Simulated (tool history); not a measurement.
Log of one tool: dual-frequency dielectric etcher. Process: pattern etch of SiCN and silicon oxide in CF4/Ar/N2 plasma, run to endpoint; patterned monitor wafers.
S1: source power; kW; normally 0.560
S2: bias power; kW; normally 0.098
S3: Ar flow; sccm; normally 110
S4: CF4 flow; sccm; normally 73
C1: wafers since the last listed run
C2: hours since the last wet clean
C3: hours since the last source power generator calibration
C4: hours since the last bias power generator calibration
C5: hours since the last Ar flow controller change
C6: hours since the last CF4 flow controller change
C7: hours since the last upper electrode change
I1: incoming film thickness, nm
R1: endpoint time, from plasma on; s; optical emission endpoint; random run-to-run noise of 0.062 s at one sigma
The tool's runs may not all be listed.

run   hour     S1     S2   S3  S4   C1     C2      C3      C4      C5      C6      C7     I1    R1
  1    0.0  0.560  0.103  110  73    0  560.4  2615.6  3137.9  3014.2  4126.1  3000.2  13.04  11.1
  2   12.7  0.560  0.103  110  73  198  573.1  2628.3  3150.6  3026.9  4138.8  3012.9  13.05  11.2
  3   29.3  0.560  0.098   93  73  259  589.7  2644.9  3167.2  3043.5  4155.4  3029.5  13.14  11.4
  4   37.6  0.560  0.098  110  73  129  598.0  2653.2  3175.5  3051.8  4163.7  3037.8  13.07  11.4
  5   53.3  0.560  0.098  110  79  245  613.7  2668.9  3191.2  3067.5  4179.4  3053.5  13.12  11.3
  6   64.6  0.560  0.098  110  79  176  625.0  2680.2  3202.5  3078.8  4190.7  3064.8  13.14  11.5
  7   71.2  0.560  0.098  110  79  103  631.6  2686.8  3209.1  3085.4  4197.3  3071.4  13.20  11.5
      98.3  -- wet clean of the chamber
      98.9  -- CF4 flow controller replaced
  8   99.4  0.560  0.098  110  73   56    1.1  2715.0  3237.3  3113.6     0.5  3099.6  13.18  11.5
  9  101.5  0.560  0.098  127  73   32    3.2  2717.1  3239.4  3115.7     2.6  3101.7  13.25  11.7
 10  109.7  0.560  0.098  127  73  128   11.4  2725.3  3247.6  3123.9    10.8  3109.9  13.10  11.6
 11  117.8  0.450  0.074  126  73  126   19.5  2733.4  3255.7  3132.0    18.9  3118.0  13.14  15.9
     125.0  -- Ar flow controller replaced
 12  131.6  0.560  0.098  110  73  122   33.3  2747.2  3269.5     6.6    32.7  3131.8  13.12  11.5
     167.2  -- upper electrode replaced
 13  167.7  0.460  0.120   94  73  189   69.4  2783.3  3305.6    42.7    68.8     0.5  13.03  12.4
 14  176.6  0.690  0.098  110  73  139   78.3  2792.2  3314.5    51.6    77.7     9.4  13.21   9.5
 15  184.1  0.560  0.114  110  73  117   85.8  2799.7  3322.0    59.1    85.2    16.9  13.14  10.7
     193.1  -- bias power generator calibrated
 16  196.1  0.560  0.114  110  73  125   97.8  2811.7     3.0    71.1    97.2    28.9  13.00  10.7
     200.1  -- source power generator calibrated
 17  209.5  0.600  0.098  110  73  147  111.2     9.4    16.4    84.5   110.6    42.3  13.21  10.8
 18  217.0  0.560  0.098  110  89  117  118.7    16.9    23.9    92.0   118.1    49.8  12.99  11.2
 19  230.6  0.560  0.077  110  73  213  132.3    30.5    37.5   105.6   131.7    63.4  13.11  12.6
 20  242.4  0.490  0.098  110  73  184  144.1    42.3    49.3   117.4   143.5    75.2  13.14  13.0
 21  257.5  0.560  0.098  110  73  236  159.2    57.4    64.4   132.5   158.6    90.3  13.10  11.3

Branching from run 21: 4 alternative next runs. What would each branch give?
  A  257.9  0.560  0.098  128  73   6  159.6  57.8  64.8  132.9  159.0  90.7  13.06   ?
  B  257.9  0.670  0.075   96  86   6  159.6  57.8  64.8  132.9  159.0  90.7  13.06   ?
  C  257.9  0.510  0.098  110  73   6  159.6  57.8  64.8  132.9  159.0  90.7  13.06   ?
  D  257.9  0.560  0.098  102  80   6  159.6  57.8  64.8  132.9  159.0  90.7  13.06   ?

run    R1
  A  11.5
  B  10.4
  C  12.4
  D  11.2
The same runs, with their run-to-run variation unchanged, on a tool lacking any hidden condition would have given:
run    R1
  A  11.5
  B  10.4
  C  12.4
  D  11.2

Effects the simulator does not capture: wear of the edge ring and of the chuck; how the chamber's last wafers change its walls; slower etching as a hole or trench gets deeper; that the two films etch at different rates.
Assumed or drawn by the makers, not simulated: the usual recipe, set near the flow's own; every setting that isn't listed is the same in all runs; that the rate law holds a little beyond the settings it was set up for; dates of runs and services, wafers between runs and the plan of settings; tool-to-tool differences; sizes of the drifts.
